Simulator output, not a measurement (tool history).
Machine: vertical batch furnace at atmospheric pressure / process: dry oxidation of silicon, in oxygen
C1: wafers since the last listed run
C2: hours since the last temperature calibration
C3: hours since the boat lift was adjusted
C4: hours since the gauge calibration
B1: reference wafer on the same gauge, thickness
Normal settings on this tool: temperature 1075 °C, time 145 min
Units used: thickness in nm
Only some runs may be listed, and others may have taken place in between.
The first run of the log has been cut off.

Run 2, hour 16.7: usual settings; C1 252; C2 3704.6; C3 1113.4; C4 336.1; B1 180.03. Result: thickness 187.83 nm.
Run 3, hour 42: usual settings; C1 382; C2 3729.9; C3 1138.7; C4 361.4; B1 180.1. Result: thickness 187.62 nm.
Run 4, hour 75.6: usual settings; C1 508; C2 3763.5; C3 1172.3; C4 395; B1 180.06. Result: thickness 186.74 nm.
Run 5, hour 107.1: usual settings; C1 476; C2 3795; C3 1203.8; C4 426.5; B1 180.08. Result: thickness 186.88 nm.
Run 6, hour 131.5: usual settings; C1 369; C2 3819.4; C3 1228.2; C4 450.9; B1 179.93. Result: thickness 187.13 nm.
Run 7, hour 153.6: usual settings; C1 334; C2 3841.5; C3 1250.3; C4 473; B1 179.98. Result: thickness 186.58 nm.
Run 8, hour 178.2: usual settings but temperature 1084 °C; C1 372; C2 3866.1; C3 1274.9; C4 497.6; B1 180.11. Result: thickness 197.31 nm.
Run 9, hour 198.7: usual settings; C1 310; C2 3886.6; C3 1295.4; C4 518.1; B1 179.84. Result: thickness 186.79 nm.
Run 10, hour 234: usual settings; C1 534; C2 3921.9; C3 1330.7; C4 553.4; B1 179.98. Result: thickness 186.62 nm.
Run 11, hour 266.4: usual settings; C1 490; C2 3954.3; C3 1363.1; C4 585.8; B1 180.09. Result: thickness 186.96 nm.
Run 12, hour 284.5: usual settings; C1 273; C2 3972.4; C3 1381.2; C4 603.9; B1 179.89. Result: thickness 187.27 nm.
Run 13, hour 298.4: usual settings; C1 210; C2 3986.3; C3 1395.1; C4 617.8; B1 179.89. Result: thickness 187.8 nm.
Run 14, hour 333.2: usual settings; C1 526; C2 4021.1; C3 1429.9; C4 652.6; B1 179.85. Result: thickness 187.27 nm.
Run 15, hour 345.8: usual settings; C1 190; C2 4033.7; C3 1442.5; C4 665.2; B1 180.18. Result: thickness 186.77 nm.
Run 16, hour 381.2: usual settings; C1 535; C2 4069.1; C3 1477.9; C4 700.6; B1 180.09. Result: thickness 186.67 nm.

What will run 17 give?
Run 17, hour 400.3: usual settings but temperature 1059 °C, time 211 min; C1 289; C2 4088.2; C3 1497; C4 719.7; B1 ?. Result: thickness ?.

For run 17 the tool returned B1 180.09, thickness 212.61 nm.
Were there no unlogged condition in the tool, this run, its random variation unchanged, would have produced thickness 217.13 nm.
